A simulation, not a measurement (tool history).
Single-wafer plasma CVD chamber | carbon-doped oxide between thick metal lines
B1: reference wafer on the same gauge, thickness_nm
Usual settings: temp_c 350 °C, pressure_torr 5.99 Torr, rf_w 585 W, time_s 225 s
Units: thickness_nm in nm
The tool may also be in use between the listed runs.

Run 1, hour 0.0: usual settings; B1 1510.330. Result: thickness_nm 1318.822 nm.
At hour 23.4: capacitance manometer re-zeroed and calibrated.
Run 2, hour 23.9: usual settings; B1 1512.018. Result: thickness_nm 1306.996 nm.
At hour 48.6: RF generator calibrated.
Run 3, hour 49.1: usual settings but temp_c 362 °C; B1 1509.170. Result: thickness_nm 1271.495 nm.
Run 4, hour 67.0: usual settings but rf_w 675 W; B1 1510.111. Result: thickness_nm 1468.979 nm.
Run 5, hour 88.8: usual settings; B1 1510.397. Result: thickness_nm 1298.109 nm.
Run 6, hour 115.3: usual settings; B1 1509.200. Result: thickness_nm 1313.899 nm.
Run 7, hour 143.0: usual settings but temp_c 360 °C, rf_w 685 W, time_s 251 s; B1 1512.135. Result: thickness_nm 1595.430 nm.
Run 8, hour 178.2: usual settings but pressure_torr 7.37 Torr; B1 1510.409. Result: thickness_nm 1333.323 nm.
Run 9, hour 209.3: usual settings; B1 1511.494. Result: thickness_nm 1310.571 nm.
Run 10, hour 224.8: usual settings; B1 1511.420. Result: thickness_nm 1294.922 nm.
At hour 249.0: showerhead replaced.
Run 11, hour 249.5: usual settings but temp_c 336 °C; B1 1510.056. Result: thickness_nm 1378.441 nm.
Run 12, hour 261.5: usual settings; B1 1510.031. Result: thickness_nm 1312.396 nm.
Run 13, hour 289.8: usual settings; B1 1511.475. Result: thickness_nm 1303.414 nm.
Run 14, hour 302.3: usual settings but temp_c 341 °C, pressure_torr 5.23 Torr, time_s 266 s; B1 1510.773. Result: thickness_nm 1543.734 nm.
At hour 340.6: thermocouple changed; heater temperature recalibrated.
Run 15, hour 341.1: usual settings; B1 1509.495. Result: thickness_nm 1290.468 nm.
Run 16, hour 370.5: usual settings but temp_c 338 °C; B1 1510.851. Result: thickness_nm 1352.278 nm.
Run 17, hour 400.0: usual settings but temp_c 359 °C, pressure_torr 5.56 Torr, rf_w 510 W, time_s 266 s; B1 1510.218. Result: thickness_nm 1302.986 nm.
Run 18, hour 428.6: usual settings but temp_c 364 °C, pressure_torr 4.85 Torr; B1 1509.819. Result: thickness_nm 1201.893 nm.
Run 19, hour 457.3: usual settings but time_s 181 s; B1 1511.056. Result: thickness_nm 1040.216 nm.
Run 20, hour 481.8: usual settings but temp_c 361 °C; B1 1511.626. Result: thickness_nm 1268.827 nm.
Run 21, hour 498.2: usual settings; B1 1511.061. Result: thickness_nm 1301.851 nm.
Run 22, hour 525.1: usual settings but temp_c 344 °C, pressure_torr 7.00 Torr, rf_w 475 W, time_s 207 s; B1 1511.153. Result: thickness_nm 1035.095 nm.
At hour 535.7: gauge calibrated.
Run 23, hour 556.4: usual settings but pressure_torr 6.41 Torr, rf_w 635 W; B1 1510.543. Result: thickness_nm 1402.636 nm.
Run 24, hour 571.0: usual settings but temp_c 363 °C, pressure_torr 7.43 Torr, rf_w 615 W, time_s 262 s; B1 1508.942. Result: thickness_nm 1588.461 nm.
Run 25, hour 593.5: usual settings but temp_c 343 °C, pressure_torr 5.28 Torr, time_s 261 s; B1 1510.065. Result: thickness_nm 1496.137 nm.
Run 26, hour 605.6: usual settings but temp_c 337 °C, rf_w 670 W, time_s 240 s; B1 1508.794. Result: thickness_nm 1610.389 nm.
Run 27, hour 625.5: usual settings but temp_c 343 °C, pressure_torr 5.28 Torr, time_s 261 s; B1 1509.733. Result: thickness_nm 1498.089 nm.

5 ways to go on from here, each from the tool as it stands after run 27. What would each give?
Run A, hour 626.0: usual settings; B1 ?. Result: thickness_nm ?.
Run B, hour 626.0: usual settings but temp_c 338 °C, pressure_torr 4.92 Torr, time_s 237 s; B1 ?. Result: thickness_nm ?.
Run C, hour 626.0: usual settings but temp_c 335 °C, pressure_torr 4.72 Torr, rf_w 635 W, time_s 251 s; B1 ?. Result: thickness_nm ?.
Run D, hour 626.0: usual settings but temp_c 337 °C, pressure_torr 4.61 Torr, rf_w 690 W; B1 ?. Result: thickness_nm ?.
Run E, hour 626.0: usual settings but temp_c 361 °C, pressure_torr 6.67 Torr, rf_w 475 W, time_s 204 s; B1 ?. Result: thickness_nm ?.

run        B1  thickness_nm
  A  1510.299      1311.452
  B  1510.299      1370.983
  C  1510.299      1547.325
  D  1510.299      1456.465
  E  1510.299       977.905
Without the tool's hidden state the same runs would have given:
run  thickness_nm
  A      1311.452
  B      1370.983
  C      1547.325
  D      1456.465
  E       977.905
